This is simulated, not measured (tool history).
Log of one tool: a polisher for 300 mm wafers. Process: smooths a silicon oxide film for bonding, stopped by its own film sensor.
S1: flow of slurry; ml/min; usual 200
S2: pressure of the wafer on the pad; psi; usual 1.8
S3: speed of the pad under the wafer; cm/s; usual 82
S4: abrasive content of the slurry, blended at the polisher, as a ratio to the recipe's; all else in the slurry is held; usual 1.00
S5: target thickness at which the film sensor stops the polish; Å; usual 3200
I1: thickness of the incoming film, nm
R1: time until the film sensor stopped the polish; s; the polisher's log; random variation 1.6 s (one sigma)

{"run": 1, "hour": 0.0, "S1": 200, "S2": 1.8, "S3": 82, "S4": 1.0, "S5": 3200, "I1": 371.7, "R1": 85.0}
{"run": 2, "hour": 32.7, "S1": 200, "S2": 1.8, "S3": 82, "S4": 1.0, "S5": 3200, "I1": 369.1, "R1": 81.0}
{"run": 3, "hour": 64.8, "S1": 200, "S2": 1.8, "S3": 82, "S4": 1.0, "S5": 3200, "I1": 365.9, "R1": 77.4}
{"run": 4, "hour": 84.3, "S1": 200, "S2": 1.8, "S3": 82, "S4": 1.0, "S5": 3200, "I1": 366.7, "R1": 76.1}
{"hour": 104.1, "done": "worn pad replaced by a new one"}
{"run": 5, "hour": 104.6, "S1": 200, "S2": 1.8, "S3": 82, "S4": 1.0, "S5": 3200, "I1": 375.0, "R1": 86.8}
{"hour": 106.8, "done": "slurry blender recalibrated"}
{"run": 6, "hour": 125.2, "S1": 200, "S2": 1.8, "S3": 82, "S4": 1.0, "S5": 3200, "I1": 368.0, "R1": 80.1}
{"run": 7, "hour": 159.3, "S1": 255, "S2": 1.8, "S3": 82, "S4": 1.0, "S5": 3200, "I1": 370.2, "R1": 80.1}
{"run": 8, "hour": 187.8, "S1": 255, "S2": 1.8, "S3": 82, "S4": 1.0, "S5": 3200, "I1": 377.8, "R1": 92.6}
{"run": 9, "hour": 215.5, "S1": 200, "S2": 1.8, "S3": 82, "S4": 1.0, "S5": 3200, "I1": 362.7, "R1": 70.7}
{"run": 10, "hour": 229.0, "S1": 200, "S2": 1.8, "S3": 74, "S4": 1.0, "S5": 3200, "I1": 366.5, "R1": 81.7}
{"hour": 250.0, "done": "worn pad replaced by a new one"}
{"run": 11, "hour": 306.2, "S1": 200, "S2": 1.8, "S3": 82, "S4": 1.0, "S5": 3200, "I1": 374.1, "R1": 92.9}
{"run": 12, "hour": 318.4, "S1": 200, "S2": 1.8, "S3": 82, "S4": 1.0, "S5": 3090, "I1": 368.6, "R1": 98.6}
{"hour": 320.1, "done": "slurry nozzle cleaned"}
{"run": 13, "hour": 346.2, "S1": 200, "S2": 1.8, "S3": 82, "S4": 1.0, "S5": 3090, "I1": 369.0, "R1": 99.8}
{"hour": 348.6, "done": "head pressure recalibrated"}
{"run": 14, "hour": 359.7, "S1": 235, "S2": 1.8, "S3": 62, "S4": 1.0, "S5": 3340, "I1": 364.1, "R1": 62.6}
{"hour": 379.5, "done": "worn pad replaced by a new one"}
{"run": 15, "hour": 391.3, "S1": 200, "S2": 2.2, "S3": 82, "S4": 1.0, "S5": 3020, "I1": 365.5, "R1": 86.6}
{"run": 16, "hour": 421.4, "S1": 140, "S2": 1.4, "S3": 82, "S4": 0.9, "S5": 3130, "I1": 368.4, "R1": 125.0}
{"run": 17, "hour": 438.2, "S1": 145, "S2": 1.8, "S3": 82, "S4": 1.0, "S5": 3200, "I1": 372.6, "R1": 90.3}
{"run": 18, "hour": 486.7, "S1": 200, "S2": 1.8, "S3": 98, "S4": 1.0, "S5": 3310, "I1": 375.6, "R1": 63.6}
{"hour": 491.6, "done": "slurry blender recalibrated"}
{"hour": 511.5, "done": "worn pad replaced by a new one"}
{"run": 19, "hour": 512.0, "S1": 200, "S2": 2.3, "S3": 82, "S4": 1.0, "S5": 3200, "I1": 376.3, "R1": 74.1}
{"run": 20, "hour": 537.3, "S1": 155, "S2": 1.8, "S3": 82, "S4": 1.0, "S5": 3360, "I1": 370.7, "R1": 57.2}
{"run": 21, "hour": 556.1, "S1": 200, "S2": 1.8, "S3": 98, "S4": 1.25, "S5": 3200, "I1": 376.7, "R1": 74.4}
{"run": 22, "hour": 573.6, "S1": 200, "S2": 1.8, "S3": 82, "S4": 1.0, "S5": 3200, "I1": 364.9, "R1": 71.1}
{"run": 23, "hour": 634.5, "S1": 200, "S2": 1.6, "S3": 82, "S4": 1.0, "S5": 3200, "I1": 369.2, "R1": 90.7}
{"hour": 650.7, "done": "worn pad replaced by a new one"}
{"run": 24, "hour": 657.3, "S1": 200, "S2": 1.4, "S3": 100, "S4": 0.85, "S5": 3250, "I1": 375.0, "R1": 98.2}
{"run": 25, "hour": 685.0, "S1": 260, "S2": 1.8, "S3": 82, "S4": 1.0, "S5": 3200, "I1": 372.6, "R1": 82.5}
{"run": 26, "hour": 698.5, "S1": 200, "S2": 1.8, "S3": 98, "S4": 1.25, "S5": 3200, "I1": 367.3, "R1": 61.2}
{"run": 27, "hour": 730.7, "S1": 200, "S2": 1.8, "S3": 82, "S4": 1.0, "S5": 3200, "I1": 371.6, "R1": 83.4}

What the log doesn't show, run by run:
removal rate lost through wear of the pad, %: 0 in every run
slurry flow missing at the pad, %: 0 in every run
deviation of the head's pressure from its setpoint, %: 0 in every run
abrasive missing from the slurry, %: 0 in every run
